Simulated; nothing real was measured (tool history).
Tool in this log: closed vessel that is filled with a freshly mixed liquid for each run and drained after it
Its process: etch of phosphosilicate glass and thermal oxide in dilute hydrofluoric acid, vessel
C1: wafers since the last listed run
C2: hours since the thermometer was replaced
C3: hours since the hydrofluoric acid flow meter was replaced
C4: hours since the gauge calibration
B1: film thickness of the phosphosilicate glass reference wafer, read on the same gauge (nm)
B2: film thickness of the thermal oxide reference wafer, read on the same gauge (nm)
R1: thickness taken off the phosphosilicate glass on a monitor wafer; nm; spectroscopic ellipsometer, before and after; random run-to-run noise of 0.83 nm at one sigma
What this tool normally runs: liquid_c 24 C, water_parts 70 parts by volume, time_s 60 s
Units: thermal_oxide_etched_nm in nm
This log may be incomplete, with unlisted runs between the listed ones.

run 1 hour=0 | liquid_c=24 water_parts=70 time_s=60 | C1=0 C2=3145.8 C3=367.2 C4=727.6 | B1=39.98 B2=50.003 | R1=107.8 thermal_oxide_etched_nm=4.754
run 2 hour=24.6 | liquid_c=24 water_parts=70 time_s=85 | C1=3057 C2=3170.4 C3=391.8 C4=752.2 | B1=40 B2=49.989 | R1=154 thermal_oxide_etched_nm=6.724
run 3 hour=53.9 | liquid_c=24 water_parts=70 time_s=85 | C1=3641 C2=3199.7 C3=421.1 C4=781.5 | B1=40.02 B2=50.024 | R1=153.69 thermal_oxide_etched_nm=6.799
run 4 hour=76.5 | liquid_c=24 water_parts=70 time_s=85 | C1=2808 C2=3222.3 C3=443.7 C4=804.1 | B1=40 B2=49.983 | R1=153.49 thermal_oxide_etched_nm=6.857
run 5 hour=103.4 | liquid_c=24 water_parts=70 time_s=60 | C1=3343 C2=3249.2 C3=470.6 C4=831 | B1=40 B2=50.001 | R1=109.99 thermal_oxide_etched_nm=4.808
run 6 hour=122.8 | liquid_c=24 water_parts=70 time_s=60 | C1=2411 C2=3268.6 C3=490 C4=850.4 | B1=40 B2=49.986 | R1=108.76 thermal_oxide_etched_nm=4.835
run 7 hour=156.1 | liquid_c=27 water_parts=90 time_s=60 | C1=4138 C2=3301.9 C3=523.3 C4=883.7 | B1=39.99 B2=50.023 | R1=95.03 thermal_oxide_etched_nm=4.204
run 8 hour=173.6 | liquid_c=24 water_parts=70 time_s=60 | C1=2174 C2=3319.4 C3=540.8 C4=901.2 | B1=39.99 B2=49.997 | R1=109.86 thermal_oxide_etched_nm=4.877
run 9 hour=198.1 | liquid_c=29 water_parts=70 time_s=40 | C1=3044 C2=3343.9 C3=565.3 C4=925.7 | B1=39.98 B2=50.012 | R1=89.21 thermal_oxide_etched_nm=3.958
-- hour=203.9 gauge calibrated
run 10 hour=218.5 | liquid_c=28 water_parts=70 time_s=75 | C1=2535 C2=3364.3 C3=585.7 C4=14.6 | B1=40 B2=49.989 | R1=161.68 thermal_oxide_etched_nm=7.261
-- hour=236.7 thermometer replaced
run 11 hour=254.5 | liquid_c=29 water_parts=70 time_s=60 | C1=4349 C2=17.8 C3=621.7 C4=50.6 | B1=40.01 B2=50.013 | R1=136.28 thermal_oxide_etched_nm=6.031
-- hour=321.1 hydrofluoric acid flow meter replaced
run 12 hour=353.3 | liquid_c=19.5 water_parts=70 time_s=60 | C1=12154 C2=116.6 C3=32.2 C4=149.4 | B1=40.01 B2=50.003 | R1=83.21 thermal_oxide_etched_nm=3.708
run 13 hour=380.4 | liquid_c=20.5 water_parts=40 time_s=80 | C1=3368 C2=143.7 C3=59.3 C4=176.5 | B1=40 B2=49.997 | R1=211.91 thermal_oxide_etched_nm=9.422
run 14 hour=411 | liquid_c=27.5 water_parts=70 time_s=95 | C1=3802 C2=174.3 C3=89.9 C4=207.1 | B1=40 B2=50.02 | R1=186.35 thermal_oxide_etched_nm=8.361
run 15 hour=444.9 | liquid_c=28.5 water_parts=70 time_s=60 | C1=4213 C2=208.2 C3=123.8 C4=241 | B1=39.99 B2=50.025 | R1=123.5 thermal_oxide_etched_nm=5.46
run 16 hour=477.4 | liquid_c=24 water_parts=100 time_s=60 | C1=4039 C2=240.7 C3=156.3 C4=273.5 | B1=39.99 B2=50.005 | R1=69.96 thermal_oxide_etched_nm=3.068
run 17 hour=508.9 | liquid_c=24 water_parts=70 time_s=60 | C1=3914 C2=272.2 C3=187.8 C4=305 | B1=40 B2=50.009 | R1=103.78 thermal_oxide_etched_nm=4.618
run 18 hour=526.3 | liquid_c=21 water_parts=70 time_s=35 | C1=2162 C2=289.6 C3=205.2 C4=322.4 | B1=39.99 B2=50.008 | R1=54.43 thermal_oxide_etched_nm=2.379
run 19 hour=538.3 | liquid_c=20.5 water_parts=70 time_s=60 | C1=1491 C2=301.6 C3=217.2 C4=334.4 | B1=40 B2=49.994 | R1=90.73 thermal_oxide_etched_nm=3.966
run 20 hour=563.4 | liquid_c=29 water_parts=85 time_s=30 | C1=3119 C2=326.7 C3=242.3 C4=359.5 | B1=40 B2=49.961 | R1=51.61 thermal_oxide_etched_nm=2.272
run 21 hour=577.4 | liquid_c=29 water_parts=70 time_s=60 | C1=1739 C2=340.7 C3=256.3 C4=373.5 | B1=39.99 B2=49.995 | R1=129.8 thermal_oxide_etched_nm=5.682
run 22 hour=590.9 | liquid_c=24 water_parts=85 time_s=60 | C1=1677 C2=354.2 C3=269.8 C4=387 | B1=39.99 B2=50.005 | R1=86.04 thermal_oxide_etched_nm=3.785
run 23 hour=619.1 | liquid_c=24 water_parts=55 time_s=60 | C1=3504 C2=382.4 C3=298 C4=415.2 | B1=39.99 B2=50.038 | R1=137.99 thermal_oxide_etched_nm=6.056
run 24 hour=635.6 | liquid_c=24 water_parts=40 time_s=60 | C1=2050 C2=398.9 C3=314.5 C4=431.7 | B1=40 B2=50.023 | R1=194.37 thermal_oxide_etched_nm=8.541
run 25 hour=653.8 | liquid_c=26.5 water_parts=90 time_s=80 | C1=2261 C2=417.1 C3=332.7 C4=449.9 | B1=40 B2=50.013 | R1=118.83 thermal_oxide_etched_nm=5.273

For each entry between runs, how does the tool's hidden state at the last listed run before it compare with that at the first listed run after it?
Logged between run 9 and run 10: gauge calibrated (hour 203.9)
  hydrofluoric acid flow above the setpoint (%): 9.54 -> 9.85
  the result without the hidden state subtracted from the measured one, R1: +8.49 -> +15.81 nm; thermal_oxide_etched_nm: +0.377 -> +0.71 nm
Logged between run 10 and run 11: thermometer replaced (hour 236.7)
  hydrofluoric acid flow above the setpoint (%): 9.85 -> 10.4
  the result without the hidden state subtracted from the measured one, R1: +15.81 -> +14.01 nm; thermal_oxide_etched_nm: +0.71 -> +0.62 nm
Logged between run 11 and run 12: hydrofluoric acid flow meter replaced (hour 321.1)
  hydrofluoric acid flow above the setpoint (%): 10.4 -> 0.934
  the result without the hidden state subtracted from the measured one, R1: +14.01 -> +0.84 nm; thermal_oxide_etched_nm: +0.62 -> +0.037 nm
